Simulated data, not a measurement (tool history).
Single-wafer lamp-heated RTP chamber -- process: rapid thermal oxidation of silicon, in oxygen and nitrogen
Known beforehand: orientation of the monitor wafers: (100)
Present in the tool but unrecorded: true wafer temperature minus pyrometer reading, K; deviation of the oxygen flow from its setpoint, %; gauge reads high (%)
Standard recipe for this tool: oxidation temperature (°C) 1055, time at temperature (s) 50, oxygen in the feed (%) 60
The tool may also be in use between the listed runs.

run     day  oxidation temperature (°C)  time at temperature (s)  oxygen in the feed (%)  wafers since the last listed run  wafers since the last pyrometer calibration  hours since the oxygen flow controller was replaced  hours since the gauge calibration  read-back reference wafer on the same gauge, thickness  oxide thickness on the monitor wafer (angstrom)
  1       0                        1055                       50                      60                                 0                                         3013                                               2597.9                              106.7                                                   8.045                                            73.76
  2   0.725                        1055                       50                      60                                96                                         3110                                               2615.3                              124.1                                                    8.03                                            74.33
  3   1.458                        1055                       50                      60                                97                                         3207                                               2632.9                              141.7                                                   8.058                                            73.34
  4   2.158                        1055                       50                      71                                93                                         3300                                               2649.7                              158.5                                                   8.036                                            78.24
  5   2.671                        1055                       50                      71                                68                                         3369                                                 2662                              170.8                                                    8.04                                            78.22
  6   3.238                        1055                       50                      71                                75                                         3444                                               2675.6                              184.4                                                   8.027                                            78.21
  7   3.712                        1055                       50                      60                                63                                         3507                                                 2687                              195.8                                                   8.038                                            75.06
  8   4.017                        1036                       40                      60                                40                                         3548                                               2694.3                              203.1                                                   8.042                                            59.68
  9   4.425                        1055                       66                      60                                54                                         3602                                               2704.1                              212.9                                                   8.028                                            84.58
 10   4.758                        1055                       50                      60                                44                                         3646                                               2712.1                              220.9                                                   8.027                                             74.4
 11   5.071                        1055                       40                      60                                41                                         3688                                               2719.6                              228.4                                                    8.04                                            67.19
      5.338  -- gauge calibrated
      5.488  -- oxygen flow controller replaced
 12   5.508                        1055                       50                      60                                13                                         3702                                                  0.5                                4.1                                                   8.048                                            73.98
 13   5.912                        1032                       40                      60                                53                                         3755                                                 10.2                               13.8                                                   8.021                                               58
 14   6.292                        1055                       50                      60                                50                                         3806                                                 19.3                               22.9                                                   8.049                                            74.75
 15   6.925                        1055                       50                      60                                84                                         3890                                                 34.5                               38.1                                                   8.042                                            75.07
 16   8.629                        1072                       36                      72                               226                                         4117                                                 75.4                                 79                                                   8.041                                            77.13
 17   8.996                        1055                       50                      46                                48                                         4165                                                 84.2                               87.8                                                    8.05                                             68.2
 18   9.438                        1031                       50                      60                                58                                         4224                                                 94.8                               98.4                                                   8.042                                            63.46
 19   9.833                        1055                       50                      40                                52                                         4277                                                104.3                              107.9                                                   8.054                                            64.79
 20  10.421                        1036                       40                      60                                78                                         4355                                                118.4                                122                                                   8.042                                            60.12
 21   10.75                        1032                       40                      60                                43                                         4399                                                126.3                              129.9                                                   8.033                                            58.38
 22  11.467                        1040                       27                      60                                95                                         4494                                                143.5                              147.1                                                   8.038                                            52.21
 23  12.025                        1071                       50                      89                                74                                         4568                                                156.9                              160.5                                                   8.052                                            95.77
       12.8  -- pyrometer window cleaned and pyrometer calibrated
 24  12.821                        1055                       63                      77                                61                                            2                                                  176                              179.6                                                    8.04                                            85.63
 25  13.388                        1046                       31                      60                                75                                           78                                                189.6                              193.2                                                   8.042                                            54.42
 26  14.054                        1055                       34                      77                                88                                          166                                                205.6                              209.2                                                   8.041                                            65.95
 27  14.483                        1055                       50                      60                                57                                          223                                                215.9                              219.5                                                   8.055                                            71.49
 28  14.971                        1055                       50                      60                                64                                          288                                                227.6                              231.2                                                   8.046                                            70.92
 29  15.646                        1042                       50                      78                                89                                          378                                                243.8                              247.4                                                    8.04                                            71.94
 30  16.188                        1055                       74                      60                                72                                          450                                                256.8                              260.4                                                   8.049                                            84.51

Alternative continuations, all from the tool just after run 30; predict every row:
  A  16.208                        1055                       50                      60                                 2                                          453                                                257.3                              260.9                                                       ?                                                ?
  B  16.208                        1055                       64                      60                                 2                                          453                                                257.3                              260.9                                                       ?                                                ?
  C  16.208                        1042                       50                      60                                 2                                          453                                                257.3                              260.9                                                       ?                                                ?
  D  16.208                        1055                       59                      48                                 2                                          453                                                257.3                              260.9                                                       ?                                                ?
  E  16.208                        1055                       60                      69                                 2                                          453                                                257.3                              260.9                                                       ?                                                ?

run  read-back reference wafer on the same gauge, thickness  oxide thickness on the monitor wafer (angstrom)
  A                                                   8.034                                            71.57
  B                                                   8.034                                             79.8
  C                                                   8.034                                            65.52
  D                                                   8.034                                            71.14
  E                                                   8.034                                            81.49
Without the tool's unlogged condition, the same runs would have read:
run  oxide thickness on the monitor wafer (angstrom)
  A                                            70.74
  B                                            78.87
  C                                            64.75
  D                                            70.32
  E                                            80.54
